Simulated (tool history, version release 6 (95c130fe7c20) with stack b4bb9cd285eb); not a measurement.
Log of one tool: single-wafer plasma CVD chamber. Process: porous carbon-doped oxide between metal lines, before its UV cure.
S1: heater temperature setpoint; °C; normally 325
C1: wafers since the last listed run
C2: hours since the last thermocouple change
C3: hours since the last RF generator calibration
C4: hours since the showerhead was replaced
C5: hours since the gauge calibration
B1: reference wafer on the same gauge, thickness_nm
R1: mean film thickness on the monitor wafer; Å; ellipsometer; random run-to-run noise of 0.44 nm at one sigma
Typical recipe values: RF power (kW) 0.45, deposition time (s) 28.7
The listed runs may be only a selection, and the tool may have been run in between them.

{"run": 1, "hour": 0.0, "S1": 325, "RF power (kW)": 0.515, "deposition time (s)": 28.7, "C1": 0, "C2": 858.8, "C3": 619.1, "C4": 1342.8, "C5": 1770.9, "B1": 133.8, "R1": 1564.6}
{"hour": 28.9, "done": "thermocouple changed; heater temperature recalibrated"}
{"run": 2, "hour": 44.0, "S1": 325, "RF power (kW)": 0.45, "deposition time (s)": 28.7, "C1": 988, "C2": 15.1, "C3": 663.1, "C4": 1386.8, "C5": 1814.9, "B1": 133.426, "R1": 1401.87}
{"run": 3, "hour": 81.7, "S1": 325, "RF power (kW)": 0.45, "deposition time (s)": 28.7, "C1": 1034, "C2": 52.8, "C3": 700.8, "C4": 1424.5, "C5": 1852.6, "B1": 133.75, "R1": 1397.42}
{"run": 4, "hour": 189.4, "S1": 325, "RF power (kW)": 0.45, "deposition time (s)": 28.7, "C1": 2956, "C2": 160.5, "C3": 808.5, "C4": 1532.2, "C5": 1960.3, "B1": 133.587, "R1": 1396.93}
{"run": 5, "hour": 261.9, "S1": 325, "RF power (kW)": 0.45, "deposition time (s)": 28.7, "C1": 1990, "C2": 233, "C3": 881, "C4": 1604.7, "C5": 2032.8, "B1": 133.683, "R1": 1387.01}
{"run": 6, "hour": 365.3, "S1": 325, "RF power (kW)": 0.505, "deposition time (s)": 28.7, "C1": 2838, "C2": 336.4, "C3": 984.4, "C4": 1708.1, "C5": 2136.2, "B1": 133.539, "R1": 1541.45}
{"run": 7, "hour": 407.3, "S1": 325, "RF power (kW)": 0.505, "deposition time (s)": 28.7, "C1": 1153, "C2": 378.4, "C3": 1026.4, "C4": 1750.1, "C5": 2178.2, "B1": 133.466, "R1": 1542.54}
{"run": 8, "hour": 466.1, "S1": 325, "RF power (kW)": 0.505, "deposition time (s)": 28.7, "C1": 1614, "C2": 437.2, "C3": 1085.2, "C4": 1808.9, "C5": 2237, "B1": 133.362, "R1": 1542.73}
{"run": 9, "hour": 516.1, "S1": 325, "RF power (kW)": 0.45, "deposition time (s)": 26.8, "C1": 1372, "C2": 487.2, "C3": 1135.2, "C4": 1858.9, "C5": 2287, "B1": 133.201, "R1": 1308.68}
{"run": 10, "hour": 577.0, "S1": 325, "RF power (kW)": 0.45, "deposition time (s)": 26.8, "C1": 1671, "C2": 548.1, "C3": 1196.1, "C4": 1919.8, "C5": 2347.9, "B1": 133.47, "R1": 1298.29}
{"run": 11, "hour": 629.5, "S1": 325, "RF power (kW)": 0.495, "deposition time (s)": 31.5, "C1": 1441, "C2": 600.6, "C3": 1248.6, "C4": 1972.3, "C5": 2400.4, "B1": 133.332, "R1": 1656.77}
{"hour": 711.3, "done": "RF generator calibrated"}
{"run": 12, "hour": 720.3, "S1": 325, "RF power (kW)": 0.495, "deposition time (s)": 31.5, "C1": 2273, "C2": 691.4, "C3": 9, "C4": 2063.1, "C5": 2491.2, "B1": 133.154, "R1": 1655.41}
{"hour": 1024.9, "done": "thermocouple changed; heater temperature recalibrated"}
{"run": 13, "hour": 1035.7, "S1": 325, "RF power (kW)": 0.495, "deposition time (s)": 31.5, "C1": 8439, "C2": 10.8, "C3": 324.4, "C4": 2378.5, "C5": 2806.6, "B1": 133.163, "R1": 1665.03}
{"run": 14, "hour": 1080.8, "S1": 331, "RF power (kW)": 0.45, "deposition time (s)": 28.7, "C1": 1238, "C2": 55.9, "C3": 369.5, "C4": 2423.6, "C5": 2851.7, "B1": 133.263, "R1": 1353.14}
{"run": 15, "hour": 1155.5, "S1": 315, "RF power (kW)": 0.45, "deposition time (s)": 25.5, "C1": 2050, "C2": 130.6, "C3": 444.2, "C4": 2498.3, "C5": 2926.4, "B1": 133.338, "R1": 1297.72}
{"run": 16, "hour": 1246.4, "S1": 325, "RF power (kW)": 0.45, "deposition time (s)": 28.7, "C1": 2495, "C2": 221.5, "C3": 535.1, "C4": 2589.2, "C5": 3017.3, "B1": 133.225, "R1": 1386.35}
{"run": 17, "hour": 1510.5, "S1": 330, "RF power (kW)": 0.39, "deposition time (s)": 25.3, "C1": 7250, "C2": 485.6, "C3": 799.2, "C4": 2853.3, "C5": 3281.4, "B1": 133.16, "R1": 1030.13}
{"run": 18, "hour": 1553.3, "S1": 325, "RF power (kW)": 0.45, "deposition time (s)": 28.7, "C1": 1174, "C2": 528.4, "C3": 842, "C4": 2896.1, "C5": 3324.2, "B1": 132.884, "R1": 1383.48}
{"run": 19, "hour": 1628.1, "S1": 325, "RF power (kW)": 0.52, "deposition time (s)": 24.4, "C1": 2053, "C2": 603.2, "C3": 916.8, "C4": 2970.9, "C5": 3399, "B1": 133.122, "R1": 1343.96}
{"run": 20, "hour": 1721.2, "S1": 330, "RF power (kW)": 0.45, "deposition time (s)": 30.7, "C1": 2555, "C2": 696.3, "C3": 1009.9, "C4": 3064, "C5": 3492.1, "B1": 132.826, "R1": 1456.75}
{"run": 21, "hour": 1767.3, "S1": 319, "RF power (kW)": 0.39, "deposition time (s)": 25.2, "C1": 1265, "C2": 742.4, "C3": 1056, "C4": 3110.1, "C5": 3538.2, "B1": 133.089, "R1": 1079.37}
{"hour": 1823.9, "done": "RF generator calibrated"}
{"hour": 1843.7, "done": "gauge calibrated"}
{"hour": 1867.8, "done": "thermocouple changed; heater temperature recalibrated"}
{"run": 22, "hour": 1872.2, "S1": 331, "RF power (kW)": 0.5, "deposition time (s)": 30.2, "C1": 2440, "C2": 4.4, "C3": 48.3, "C4": 3215, "C5": 28.5, "B1": 136.619, "R1": 1614.81}
{"hour": 1915.6, "done": "showerhead replaced"}
{"run": 23, "hour": 1921.8, "S1": 332, "RF power (kW)": 0.45, "deposition time (s)": 32.8, "C1": 1142, "C2": 54, "C3": 97.9, "C4": 6.2, "C5": 78.1, "B1": 136.545, "R1": 1570.34}
{"run": 24, "hour": 1984.3, "S1": 325, "RF power (kW)": 0.45, "deposition time (s)": 28.7, "C1": 1715, "C2": 116.5, "C3": 160.4, "C4": 68.7, "C5": 140.6, "B1": 136.098, "R1": 1418.98}
{"run": 25, "hour": 2027.3, "S1": 320, "RF power (kW)": 0.42, "deposition time (s)": 25.5, "C1": 1180, "C2": 159.5, "C3": 203.4, "C4": 111.7, "C5": 183.6, "B1": 136.275, "R1": 1209.48}
{"run": 26, "hour": 2111.6, "S1": 336, "RF power (kW)": 0.49, "deposition time (s)": 27.1, "C1": 2314, "C2": 243.8, "C3": 287.7, "C4": 196, "C5": 267.9, "B1": 135.988, "R1": 1390.38}
{"run": 27, "hour": 2174.1, "S1": 312, "RF power (kW)": 0.45, "deposition time (s)": 28.7, "C1": 1715, "C2": 306.3, "C3": 350.2, "C4": 258.5, "C5": 330.4, "B1": 135.829, "R1": 1506.45}
{"run": 28, "hour": 2249.9, "S1": 313, "RF power (kW)": 0.37, "deposition time (s)": 24.2, "C1": 2080, "C2": 382.1, "C3": 426, "C4": 334.3, "C5": 406.2, "B1": 135.509, "R1": 1029.16}
{"run": 29, "hour": 2348.2, "S1": 325, "RF power (kW)": 0.475, "deposition time (s)": 28.7, "C1": 2698, "C2": 480.4, "C3": 524.3, "C4": 432.6, "C5": 504.5, "B1": 135.188, "R1": 1482.57}
{"run": 30, "hour": 2415.0, "S1": 332, "RF power (kW)": 0.45, "deposition time (s)": 32.8, "C1": 1833, "C2": 547.2, "C3": 591.1, "C4": 499.4, "C5": 571.3, "B1": 135.076, "R1": 1561.89}
{"run": 31, "hour": 2498.0, "S1": 325, "RF power (kW)": 0.405, "deposition time (s)": 28.7, "C1": 2278, "C2": 630.2, "C3": 674.1, "C4": 582.4, "C5": 654.3, "B1": 134.857, "R1": 1259.57}
{"run": 32, "hour": 2562.1, "S1": 325, "RF power (kW)": 0.45, "deposition time (s)": 28.7, "C1": 1759, "C2": 694.3, "C3": 738.2, "C4": 646.5, "C5": 718.4, "B1": 134.797, "R1": 1408.34}
{"run": 33, "hour": 2636.0, "S1": 325, "RF power (kW)": 0.45, "deposition time (s)": 31.9, "C1": 2028, "C2": 768.2, "C3": 812.1, "C4": 720.4, "C5": 792.3, "B1": 134.683, "R1": 1566.2}

What would each run have given without the hidden state, its run-to-run variation left as it was?
The tool's hidden condition here consists of: wafer temperature above the value expected at the setpoint (K); delivered RF power above the setpoint (%); gauge reads high (%).
run=1 R1=1603.37
run=2 R1=1436.99
run=3 R1=1432.73
run=4 R1=1433.06
run=5 R1=1423.4
run=6 R1=1582.65
run=7 R1=1584.06
run=8 R1=1584.63
run=9 R1=1344.5
run=10 R1=1334.13
run=11 R1=1702.83
run=12 R1=1701.95
run=13 R1=1713.39
run=14 R1=1392.59
run=15 R1=1335.78
run=16 R1=1427.29
run=17 R1=1061.07
run=18 R1=1425.13
run=19 R1=1384.58
run=20 R1=1500.98
run=21 R1=1112.21
run=22 R1=1618.29
run=23 R1=1575.78
run=24 R1=1426.13
run=25 R1=1216.83
run=26 R1=1401.51
run=27 R1=1520.54
run=28 R1=1040.37
run=29 R1=1501.48
run=30 R1=1583.66
run=31 R1=1278.86
run=32 R1=1431.32
run=33 R1=1593.46

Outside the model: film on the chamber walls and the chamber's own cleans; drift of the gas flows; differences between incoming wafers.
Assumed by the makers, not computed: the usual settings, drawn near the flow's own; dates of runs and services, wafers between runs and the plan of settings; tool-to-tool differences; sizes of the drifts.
